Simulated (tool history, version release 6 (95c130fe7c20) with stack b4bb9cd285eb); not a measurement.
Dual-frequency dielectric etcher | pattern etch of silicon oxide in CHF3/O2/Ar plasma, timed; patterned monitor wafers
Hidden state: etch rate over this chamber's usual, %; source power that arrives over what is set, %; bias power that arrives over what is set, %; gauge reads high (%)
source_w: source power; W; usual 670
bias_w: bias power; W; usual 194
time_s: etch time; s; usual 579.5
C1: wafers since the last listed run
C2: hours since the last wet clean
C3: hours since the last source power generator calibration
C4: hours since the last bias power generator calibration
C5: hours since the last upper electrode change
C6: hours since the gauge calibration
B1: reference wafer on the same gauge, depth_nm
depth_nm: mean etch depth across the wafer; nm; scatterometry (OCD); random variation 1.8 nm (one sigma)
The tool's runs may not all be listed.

run 1 day=0 | source_w=670 bias_w=194 time_s=579.5 | C1=0 C2=420.5 C3=3457.5 C4=2646 C5=4011.6 C6=993 | B1=1399.7 | depth_nm=1273.6
run 2 day=0.683 | source_w=670 bias_w=194 time_s=579.5 | C1=68 C2=436.9 C3=3473.9 C4=2662.4 C5=4028 C6=1009.4 | B1=1400 | depth_nm=1275.5
-- day=1.8 wet clean of the chamber
run 3 day=1.821 | source_w=670 bias_w=167 time_s=579.5 | C1=13 C2=0.5 C3=3501.2 C4=2689.7 C5=4055.3 C6=1036.7 | B1=1399.8 | depth_nm=1189.5
run 4 day=2.592 | source_w=670 bias_w=194 time_s=579.5 | C1=77 C2=19 C3=3519.7 C4=2708.2 C5=4073.8 C6=1055.2 | B1=1400.2 | depth_nm=1249.4
run 5 day=3.371 | source_w=670 bias_w=194 time_s=579.5 | C1=78 C2=37.7 C3=3538.4 C4=2726.9 C5=4092.5 C6=1073.9 | B1=1400.1 | depth_nm=1252
run 6 day=4.221 | source_w=670 bias_w=194 time_s=579.5 | C1=85 C2=58.1 C3=3558.8 C4=2747.3 C5=4112.9 C6=1094.3 | B1=1399.9 | depth_nm=1256
-- day=6.196 gauge calibrated
run 7 day=7.488 | source_w=670 bias_w=222 time_s=579.5 | C1=328 C2=136.5 C3=3637.2 C4=2825.7 C5=4191.3 C6=31 | B1=1400.1 | depth_nm=1313
run 8 day=8.888 | source_w=840 bias_w=239 time_s=579.5 | C1=140 C2=170.1 C3=3670.8 C4=2859.3 C5=4224.9 C6=64.6 | B1=1400.5 | depth_nm=1471.8
run 9 day=9.692 | source_w=670 bias_w=224 time_s=456.5 | C1=80 C2=189.4 C3=3690.1 C4=2878.6 C5=4244.2 C6=83.9 | B1=1399.8 | depth_nm=1043
run 10 day=10.696 | source_w=710 bias_w=170 time_s=481 | C1=100 C2=213.5 C3=3714.2 C4=2902.7 C5=4268.3 C6=108 | B1=1399.7 | depth_nm=1029.3
run 11 day=11.304 | source_w=570 bias_w=157 time_s=745 | C1=61 C2=228.1 C3=3728.8 C4=2917.3 C5=4282.9 C6=122.6 | B1=1400.1 | depth_nm=1437.1
run 12 day=12.271 | source_w=670 bias_w=194 time_s=425 | C1=97 C2=251.3 C3=3752 C4=2940.5 C5=4306.1 C6=145.8 | B1=1399.4 | depth_nm=927.9
run 13 day=13.75 | source_w=670 bias_w=194 time_s=579.5 | C1=148 C2=286.8 C3=3787.5 C4=2976 C5=4341.6 C6=181.3 | B1=1400.1 | depth_nm=1267.7
run 14 day=14.529 | source_w=590 bias_w=194 time_s=579.5 | C1=78 C2=305.5 C3=3806.2 C4=2994.7 C5=4360.3 C6=200 | B1=1400.6 | depth_nm=1207.2
run 15 day=15.988 | source_w=580 bias_w=209 time_s=579.5 | C1=146 C2=340.5 C3=3841.2 C4=3029.7 C5=4395.3 C6=235 | B1=1400.5 | depth_nm=1232.5
run 16 day=17.329 | source_w=670 bias_w=194 time_s=579.5 | C1=134 C2=372.7 C3=3873.4 C4=3061.9 C5=4427.5 C6=267.2 | B1=1400.3 | depth_nm=1272.6
run 17 day=18.638 | source_w=510 bias_w=151 time_s=747.5 | C1=131 C2=404.1 C3=3904.8 C4=3093.3 C5=4458.9 C6=298.6 | B1=1399.8 | depth_nm=1375
-- day=20.517 wet clean of the chamber
-- day=20.821 upper electrode replaced
run 18 day=20.842 | source_w=590 bias_w=241 time_s=729 | C1=90 C2=7.8 C3=3957.7 C4=3146.2 C5=0.5 C6=351.5 | B1=1399.9 | depth_nm=1616.5
run 19 day=21.167 | source_w=790 bias_w=175 time_s=579.5 | C1=32 C2=15.6 C3=3965.5 C4=3154 C5=8.3 C6=359.3 | B1=1400.2 | depth_nm=1291.3
-- day=21.912 bias power generator calibrated
-- day=22.038 source power generator calibrated
run 20 day=22.179 | source_w=730 bias_w=194 time_s=423 | C1=72 C2=39.9 C3=3.4 C4=6.4 C5=32.6 C6=383.6 | B1=1399.8 | depth_nm=928.6
run 21 day=23.596 | source_w=670 bias_w=194 time_s=441 | C1=142 C2=73.9 C3=37.4 C4=40.4 C5=66.6 C6=417.6 | B1=1399.9 | depth_nm=936.6
run 22 day=24.671 | source_w=670 bias_w=154 time_s=686.5 | C1=108 C2=99.7 C3=63.2 C4=66.2 C5=92.4 C6=443.4 | B1=1399.7 | depth_nm=1361.1
run 23 day=25.55 | source_w=670 bias_w=194 time_s=579.5 | C1=88 C2=120.8 C3=84.3 C4=87.3 C5=113.5 C6=464.5 | B1=1400 | depth_nm=1235.4
run 24 day=26.079 | source_w=840 bias_w=216 time_s=531 | C1=53 C2=133.5 C3=97 C4=100 C5=126.2 C6=477.2 | B1=1399.9 | depth_nm=1275
run 25 day=27.5 | source_w=810 bias_w=194 time_s=693 | C1=142 C2=167.6 C3=131.1 C4=134.1 C5=160.3 C6=511.3 | B1=1399.8 | depth_nm=1588.1
run 26 day=28.429 | source_w=670 bias_w=194 time_s=579.5 | C1=93 C2=189.9 C3=153.4 C4=156.4 C5=182.6 C6=533.6 | B1=1400.3 | depth_nm=1236
run 27 day=32.396 | source_w=670 bias_w=194 time_s=579.5 | C1=398 C2=285.1 C3=248.6 C4=251.6 C5=277.8 C6=628.8 | B1=1400.1 | depth_nm=1245.5
run 28 day=33.575 | source_w=590 bias_w=194 time_s=579.5 | C1=118 C2=313.4 C3=276.9 C4=279.9 C5=306.1 C6=657.1 | B1=1400 | depth_nm=1191.5
run 29 day=34.971 | source_w=670 bias_w=194 time_s=579.5 | C1=140 C2=346.9 C3=310.4 C4=313.4 C5=339.6 C6=690.6 | B1=1400.3 | depth_nm=1247

4 ways to go on from here, each from the tool as it stands after run 29. What would each give?
run A day=34.996 | source_w=670 bias_w=231 time_s=579.5 | C1=2 C2=347.5 C3=311 C4=314 C5=340.2 C6=691.2 | B1=? | depth_nm=?
run B day=34.996 | source_w=720 bias_w=173 time_s=725.5 | C1=2 C2=347.5 C3=311 C4=314 C5=340.2 C6=691.2 | B1=? | depth_nm=?
run C day=34.996 | source_w=670 bias_w=235 time_s=466 | C1=2 C2=347.5 C3=311 C4=314 C5=340.2 C6=691.2 | B1=? | depth_nm=?
run D day=34.996 | source_w=670 bias_w=225 time_s=525 | C1=2 C2=347.5 C3=311 C4=314 C5=340.2 C6=691.2 | B1=? | depth_nm=?

run=A B1=1400.1 depth_nm=1323.7
run=B B1=1400.1 depth_nm=1551.3
run=C B1=1400.1 depth_nm=1070.5
run=D B1=1400.1 depth_nm=1188.8
Without the tool's hidden state the same runs would have given:
run=A depth_nm=1300.8
run=B depth_nm=1524.4
run=C depth_nm=1052.1
run=D depth_nm=1168.2

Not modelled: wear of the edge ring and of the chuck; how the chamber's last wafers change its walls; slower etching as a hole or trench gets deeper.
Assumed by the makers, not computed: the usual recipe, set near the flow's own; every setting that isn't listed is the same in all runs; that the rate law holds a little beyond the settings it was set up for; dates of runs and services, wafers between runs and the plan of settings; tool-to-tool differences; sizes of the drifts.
